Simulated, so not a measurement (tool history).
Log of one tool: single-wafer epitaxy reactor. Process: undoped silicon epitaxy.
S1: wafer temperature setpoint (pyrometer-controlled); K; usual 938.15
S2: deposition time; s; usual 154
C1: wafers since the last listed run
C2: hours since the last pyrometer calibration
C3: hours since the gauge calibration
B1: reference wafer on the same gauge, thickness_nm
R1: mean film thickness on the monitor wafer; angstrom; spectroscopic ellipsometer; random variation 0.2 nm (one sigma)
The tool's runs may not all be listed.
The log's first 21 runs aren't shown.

run 22 hour=537.6 | S1=938.15 S2=154 | C1=368 C2=1257.8 C3=550.6 | B1=33.21 | R1=350.95
run 23 hour=553.4 | S1=938.15 S2=154 | C1=189 C2=1273.6 C3=566.4 | B1=33.187 | R1=349.34
run 24 hour=589.3 | S1=938.15 S2=154 | C1=430 C2=1309.5 C3=602.3 | B1=33.208 | R1=352.55
-- hour=610.5 pyrometer calibrated
run 25 hour=611 | S1=938.15 S2=154 | C1=164 C2=0.5 C3=624 | B1=33.176 | R1=348.23
run 26 hour=623 | S1=946.15 S2=183 | C1=143 C2=12.5 C3=636 | B1=33.186 | R1=509.5
run 27 hour=658.9 | S1=938.15 S2=154 | C1=430 C2=48.4 C3=671.9 | B1=33.203 | R1=350.88
run 28 hour=692.5 | S1=925.15 S2=163 | C1=402 C2=82 C3=705.5 | B1=33.267 | R1=269.19
run 29 hour=716.5 | S1=938.15 S2=134 | C1=287 C2=106 C3=729.5 | B1=33.241 | R1=302.93
run 30 hour=740.3 | S1=926.15 S2=136 | C1=285 C2=129.8 C3=753.3 | B1=33.182 | R1=229.01
run 31 hour=771.8 | S1=938.15 S2=154 | C1=377 C2=161.3 C3=784.8 | B1=33.237 | R1=348.28
run 32 hour=800.3 | S1=949.15 S2=154 | C1=341 C2=189.8 C3=813.3 | B1=33.199 | R1=448.78
run 33 hour=815.1 | S1=931.15 S2=184 | C1=177 C2=204.6 C3=828.1 | B1=33.255 | R1=353.1
-- hour=870.1 gauge calibrated
run 34 hour=893.5 | S1=932.15 S2=169 | C1=939 C2=283 C3=23.4 | B1=33.165 | R1=330.43
run 35 hour=923.6 | S1=952.15 S2=138 | C1=360 C2=313.1 C3=53.5 | B1=33.165 | R1=432.68
run 36 hour=943.2 | S1=925.15 S2=176 | C1=234 C2=332.7 C3=73.1 | B1=33.225 | R1=289.3
run 37 hour=964.2 | S1=950.15 S2=154 | C1=251 C2=353.7 C3=94.1 | B1=33.217 | R1=464.78
run 38 hour=999.7 | S1=924.15 S2=162 | C1=425 C2=389.2 C3=129.6 | B1=33.213 | R1=260.87
run 39 hour=1034.8 | S1=952.15 S2=169 | C1=420 C2=424.3 C3=164.7 | B1=33.208 | R1=537.03
run 40 hour=1068.5 | S1=938.15 S2=154 | C1=403 C2=458 C3=198.4 | B1=33.198 | R1=351.71
run 41 hour=1098.5 | S1=938.15 S2=154 | C1=359 C2=488 C3=228.4 | B1=33.198 | R1=348.02
run 42 hour=1129 | S1=946.15 S2=154 | C1=365 C2=518.5 C3=258.9 | B1=33.161 | R1=427.55
run 43 hour=1148.5 | S1=938.15 S2=129 | C1=233 C2=538 C3=278.4 | B1=33.214 | R1=297.37
run 44 hour=1210.7 | S1=938.15 S2=154 | C1=745 C2=600.2 C3=340.6 | B1=33.204 | R1=350.15
run 45 hour=1224.2 | S1=938.15 S2=154 | C1=161 C2=613.7 C3=354.1 | B1=33.263 | R1=351.54
run 46 hour=1326.9 | S1=938.15 S2=145 | C1=1231 C2=716.4 C3=456.8 | B1=33.214 | R1=332.03

5 ways to go on from here, each from the tool as it stands after run 46. What would each give?
run A hour=1327.3 | S1=938.15 S2=154 | C1=4 C2=716.8 C3=457.2 | B1=? | R1=?
run B hour=1327.3 | S1=938.15 S2=177 | C1=4 C2=716.8 C3=457.2 | B1=? | R1=?
run C hour=1327.3 | S1=925.15 S2=143 | C1=4 C2=716.8 C3=457.2 | B1=? | R1=?
run D hour=1327.3 | S1=933.15 S2=184 | C1=4 C2=716.8 C3=457.2 | B1=? | R1=?
run E hour=1327.3 | S1=951.15 S2=169 | C1=4 C2=716.8 C3=457.2 | B1=? | R1=?

run=A B1=33.212 R1=349.84
run=B B1=33.212 R1=402.08
run=C B1=33.212 R1=236.44
run=D B1=33.212 R1=370.35
run=E B1=33.212 R1=522.28
Without the tool's hidden state the same runs would have given:
run=A R1=349.84
run=B R1=402.08
run=C R1=236.44
run=D R1=370.35
run=E R1=522.28
